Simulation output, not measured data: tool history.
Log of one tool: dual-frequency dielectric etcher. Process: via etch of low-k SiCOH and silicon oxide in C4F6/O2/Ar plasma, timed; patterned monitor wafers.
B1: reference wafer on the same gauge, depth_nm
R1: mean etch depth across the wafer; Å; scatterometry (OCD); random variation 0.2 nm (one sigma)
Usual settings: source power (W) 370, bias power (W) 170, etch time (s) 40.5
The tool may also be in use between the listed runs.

run 1 day=0 | source_power_(W)=440 bias_power_(W)=170 etch_time_(s)=33.5 | B1=102.5 | R1=816
run 2 day=1.292 | source_power_(W)=440 bias_power_(W)=170 etch_time_(s)=33.5 | B1=102.5 | R1=816
run 3 day=2.6 | source_power_(W)=440 bias_power_(W)=170 etch_time_(s)=33.5 | B1=102.5 | R1=817
run 4 day=3.938 | source_power_(W)=370 bias_power_(W)=170 etch_time_(s)=45.5 | B1=102.5 | R1=1022
run 5 day=5.083 | source_power_(W)=370 bias_power_(W)=170 etch_time_(s)=45.5 | B1=102.5 | R1=1020
-- day=5.754 bias power generator calibrated
-- day=6.992 wet clean of the chamber
run 6 day=7.012 | source_power_(W)=370 bias_power_(W)=170 etch_time_(s)=45.5 | B1=102.5 | R1=998
run 7 day=7.092 | source_power_(W)=370 bias_power_(W)=170 etch_time_(s)=34 | B1=102.5 | R1=743
-- day=8.162 upper electrode replaced
run 8 day=8.292 | source_power_(W)=420 bias_power_(W)=196 etch_time_(s)=32 | B1=102.4 | R1=774
-- day=8.6 gauge calibrated
run 9 day=8.85 | source_power_(W)=420 bias_power_(W)=196 etch_time_(s)=32 | B1=102.5 | R1=776
run 10 day=9.988 | source_power_(W)=290 bias_power_(W)=211 etch_time_(s)=46 | B1=102.5 | R1=935
-- day=11.154 source power generator calibrated
run 11 day=11.421 | source_power_(W)=370 bias_power_(W)=170 etch_time_(s)=29 | B1=102.5 | R1=639
run 12 day=12.7 | source_power_(W)=400 bias_power_(W)=187 etch_time_(s)=34.5 | B1=102.6 | R1=806
run 13 day=13.908 | source_power_(W)=370 bias_power_(W)=170 etch_time_(s)=29 | B1=102.5 | R1=639
run 14 day=14.683 | source_power_(W)=370 bias_power_(W)=170 etch_time_(s)=32.5 | B1=102.5 | R1=717

The tool's hidden state at each run:
source power that arrives over what is set, %: 0 in every run
bias power that arrives over what is set, %: 0 in every run
gauge reads high (%): 0 in every run
H1: etch rate over this chamber's usual, %
run=1 H1=1.51
run=2 H1=1.63
run=3 H1=1.75
run=4 H1=1.87
run=5 H1=1.98
run=6 H1=-0.233
run=7 H1=-0.225
run=8 H1=-0.116
run=9 H1=-0.0645
run=10 H1=0.0396
run=11 H1=0.171
run=12 H1=0.288
run=13 H1=0.399
run=14 H1=0.469
